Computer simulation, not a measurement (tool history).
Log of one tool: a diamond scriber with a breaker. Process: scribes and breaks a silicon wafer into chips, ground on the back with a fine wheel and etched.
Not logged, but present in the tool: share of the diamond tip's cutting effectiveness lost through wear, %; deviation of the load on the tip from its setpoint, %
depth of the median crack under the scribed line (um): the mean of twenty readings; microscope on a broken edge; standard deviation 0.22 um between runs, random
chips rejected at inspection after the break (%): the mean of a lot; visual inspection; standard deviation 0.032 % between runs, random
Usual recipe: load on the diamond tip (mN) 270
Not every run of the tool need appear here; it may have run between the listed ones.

run     day  load on the diamond tip (mN)  wafers since the last listed run  hours since the diamond tip was replaced  hours since the load on the tip was calibrated  incoming depth of the damage left on the back of the incoming wafer, um  depth of the median crack under the scribed line (um)  chips rejected at inspection after the break (%)
  1       0                           270                                 0                                     314.8                                          1192.9                                                                     0.74                                                   14.1                                              2.71
  2   1.608                           270                                91                                     353.4                                          1231.5                                                                     0.41                                                  14.45                                              2.56
  3   4.117                           270                               143                                     413.6                                          1291.7                                                                     0.55                                                  14.69                                              3.23
  4   6.862                           292                               156                                     479.5                                          1357.6                                                                      0.4                                                   14.8                                              1.87
  5    8.35                           292                                84                                     515.2                                          1393.3                                                                     0.46                                                  14.91                                              2.21
  6  11.208                           299                               163                                     583.8                                          1461.9                                                                     0.48                                                  14.99                                              1.85
  7  14.062                           236                               162                                     652.3                                          1530.4                                                                     0.65                                                  13.25                                              7.03
  8  15.871                           236                               103                                     695.7                                          1573.8                                                                      0.5                                                  13.41                                              7.13
  9  18.262                           236                               136                                     753.1                                          1631.2                                                                     0.59                                                  13.07                                              6.99
     19.112  -- diamond tip replaced by a new one
 10  20.292                           270                               111                                      28.3                                          1679.9                                                                     0.71                                                  16.06                                               0.7
 11  23.196                           316                               165                                        98                                          1749.6                                                                     0.65                                                  16.74                                               0.6
 12  24.996                           270                               102                                     141.2                                          1792.8                                                                     0.63                                                  15.78                                              1.32
 13  26.504                           300                                86                                     177.4                                            1829                                                                     0.42                                                  15.83                                              0.67
     27.758  -- load on the tip recalibrated
 14  28.742                           345                               122                                     231.1                                            23.6                                                                     0.39                                                  17.01                                              0.69
 15  29.767                           232                                58                                     255.7                                            48.2                                                                     0.71                                                  13.49                                              5.59
 16  31.746                           239                               112                                     303.2                                            95.7                                                                     0.76                                                  13.87                                               4.7
 17  33.683                           270                               110                                     349.7                                           142.2                                                                     0.32                                                  14.69                                              2.72
 18  35.154                           306                                83                                       385                                           177.5                                                                     0.44                                                  15.17                                              1.21

Predict each of these 3 candidate next runs independently; none follows another, all start after run 18:
  A  35.179                           219                                 1                                     385.6                                           178.1                                                                     0.45                                                      ?                                                 ?
  B  35.179                           318                                 1                                     385.6                                           178.1                                                                     0.45                                                      ?                                                 ?
  C  35.179                           335                                 1                                     385.6                                           178.1                                                                     0.45                                                      ?                                                 ?

run  depth of the median crack under the scribed line (um)  chips rejected at inspection after the break (%)
  A                                                  12.78                                              8.37
  B                                                  15.55                                              0.86
  C                                                     16                                              0.62
Without the tool's unlogged condition, the same runs would have read:
run  depth of the median crack under the scribed line (um)  chips rejected at inspection after the break (%)
  A                                                   14.6                                               2.2
  B                                                  17.76                                              1.65
  C                                                  18.27                                              2.45
